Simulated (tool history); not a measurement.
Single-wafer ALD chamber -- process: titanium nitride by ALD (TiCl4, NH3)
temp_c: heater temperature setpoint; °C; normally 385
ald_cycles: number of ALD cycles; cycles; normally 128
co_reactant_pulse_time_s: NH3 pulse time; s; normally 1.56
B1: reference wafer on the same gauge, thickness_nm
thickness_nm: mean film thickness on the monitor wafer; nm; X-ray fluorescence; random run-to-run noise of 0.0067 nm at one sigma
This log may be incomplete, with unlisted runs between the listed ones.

Run 1, hour 0: usual settings but ald_cycles 119 cycles, co_reactant_pulse_time_s 1.15 s; B1 2.288. Result: thickness_nm 2.478 nm.
Run 2, hour 11.8: usual settings but ald_cycles 119 cycles, co_reactant_pulse_time_s 1.15 s; B1 2.287. Result: thickness_nm 2.488 nm.
Run 3, hour 22.2: usual settings but ald_cycles 119 cycles, co_reactant_pulse_time_s 1.15 s; B1 2.291. Result: thickness_nm 2.484 nm.
Run 4, hour 33.1: usual settings but ald_cycles 145 cycles; B1 2.294. Result: thickness_nm 3.072 nm.
Run 5, hour 46.8: usual settings but ald_cycles 145 cycles; B1 2.292. Result: thickness_nm 3.075 nm.
Run 6, hour 71.6: usual settings but ald_cycles 113 cycles, co_reactant_pulse_time_s 1.15 s; B1 2.293. Result: thickness_nm 2.36 nm.
Run 7, hour 88.9: usual settings; B1 2.295. Result: thickness_nm 2.705 nm.
Run 8, hour 100.3: usual settings; B1 2.298. Result: thickness_nm 2.723 nm.
Run 9, hour 116: usual settings; B1 2.294. Result: thickness_nm 2.715 nm.
Run 10, hour 131.4: usual settings but temp_c 380 °C; B1 2.297. Result: thickness_nm 2.685 nm.
Run 11, hour 146.5: usual settings but temp_c 380 °C; B1 2.3. Result: thickness_nm 2.702 nm.
Run 12, hour 156.2: usual settings but temp_c 374 °C; B1 2.3. Result: thickness_nm 2.667 nm.
At hour 166.8: thermocouple changed; heater temperature recalibrated.
Run 13, hour 167.3: usual settings but temp_c 374 °C; B1 2.301. Result: thickness_nm 2.675 nm.
Run 14, hour 174.3: usual settings but temp_c 374 °C; B1 2.303. Result: thickness_nm 2.676 nm.
Run 15, hour 190.5: usual settings but co_reactant_pulse_time_s 1.36 s; B1 2.3. Result: thickness_nm 2.711 nm.
Run 16, hour 205: usual settings but co_reactant_pulse_time_s 1.36 s; B1 2.303. Result: thickness_nm 2.715 nm.
Run 17, hour 211: usual settings but co_reactant_pulse_time_s 1.36 s; B1 2.306. Result: thickness_nm 2.7 nm.
Run 18, hour 221.1: usual settings but temp_c 377 °C; B1 2.307. Result: thickness_nm 2.695 nm.
Run 19, hour 233.8: usual settings but ald_cycles 116 cycles; B1 2.305. Result: thickness_nm 2.472 nm.
Run 20, hour 246.3: usual settings but ald_cycles 116 cycles; B1 2.309. Result: thickness_nm 2.478 nm.
Run 21, hour 254.9: usual settings but temp_c 375 °C, ald_cycles 105 cycles, co_reactant_pulse_time_s 1.21 s; B1 2.307. Result: thickness_nm 2.172 nm.
At hour 262: gauge calibrated.
Run 22, hour 271.3: usual settings but temp_c 390 °C, ald_cycles 138 cycles, co_reactant_pulse_time_s 2.05 s; B1 2.279. Result: thickness_nm 2.959 nm.
Run 23, hour 283.8: usual settings but ald_cycles 115 cycles; B1 2.278. Result: thickness_nm 2.427 nm.
At hour 301.6: showerhead replaced.
Run 24, hour 302.1: usual settings but temp_c 398 °C, ald_cycles 112 cycles, co_reactant_pulse_time_s 2.03 s; B1 2.282. Result: thickness_nm 2.426 nm.
Run 25, hour 311.9: usual settings but ald_cycles 116 cycles, co_reactant_pulse_time_s 2.15 s; B1 2.282. Result: thickness_nm 2.47 nm.
Run 26, hour 321.4: usual settings; B1 2.284. Result: thickness_nm 2.688 nm.
Run 27, hour 335.1: usual settings; B1 2.284. Result: thickness_nm 2.687 nm.
Run 28, hour 346.4: usual settings but temp_c 372 °C; B1 2.282. Result: thickness_nm 2.65 nm.
Run 29, hour 357.7: usual settings but ald_cycles 105 cycles, co_reactant_pulse_time_s 1.16 s; B1 2.287. Result: thickness_nm 2.188 nm.
Run 30, hour 375.2: usual settings but temp_c 394 °C, co_reactant_pulse_time_s 0.95 s; B1 2.287. Result: thickness_nm 2.679 nm.
Run 31, hour 382.6: usual settings but temp_c 374 °C, co_reactant_pulse_time_s 1.29 s; B1 2.289. Result: thickness_nm 2.636 nm.
Run 32, hour 391.8: usual settings but ald_cycles 116 cycles; B1 2.288. Result: thickness_nm 2.466 nm.
Run 33, hour 400.3: usual settings; B1 2.288. Result: thickness_nm 2.702 nm.
Run 34, hour 417.5: usual settings but ald_cycles 119 cycles, co_reactant_pulse_time_s 1.15 s; B1 2.29. Result: thickness_nm 2.477 nm.
Run 35, hour 432.9: usual settings; B1 2.294. Result: thickness_nm 2.723 nm.
Run 36, hour 446.7: usual settings but ald_cycles 104 cycles; B1 2.293. Result: thickness_nm 2.203 nm.
Run 37, hour 455.3: usual settings but temp_c 375 °C, co_reactant_pulse_time_s 1.2 s; B1 2.294. Result: thickness_nm 2.641 nm.
Run 38, hour 461.7: usual settings but co_reactant_pulse_time_s 1.38 s; B1 2.292. Result: thickness_nm 2.696 nm.
Run 39, hour 477.8: usual settings but ald_cycles 119 cycles, co_reactant_pulse_time_s 1.15 s; B1 2.296. Result: thickness_nm 2.472 nm.
Run 40, hour 486.2: usual settings but temp_c 374 °C; B1 2.296. Result: thickness_nm 2.664 nm.

List, for all runs, the conditions of the tool that the log does not record:
wafer temperature above the value expected at the setpoint (K): 0 at every run
H1: gauge reads high (%)
run       H1
  1    0.369
  2    0.409
  3    0.445
  4    0.483
  5     0.53
  6    0.615
  7    0.675
  8    0.714
  9    0.768
 10    0.821
 11    0.873
 12    0.906
 13    0.944
 14    0.968
 15     1.02
 16     1.07
 17     1.09
 18     1.13
 19     1.17
 20     1.22
 21     1.25
 22  -0.0282
 23   0.0148
 24   0.0777
 25    0.111
 26    0.144
 27    0.191
 28     0.23
 29    0.269
 30    0.329
 31    0.354
 32    0.386
 33    0.415
 34    0.474
 35    0.527
 36    0.575
 37    0.604
 38    0.626
 39    0.682
 40    0.711

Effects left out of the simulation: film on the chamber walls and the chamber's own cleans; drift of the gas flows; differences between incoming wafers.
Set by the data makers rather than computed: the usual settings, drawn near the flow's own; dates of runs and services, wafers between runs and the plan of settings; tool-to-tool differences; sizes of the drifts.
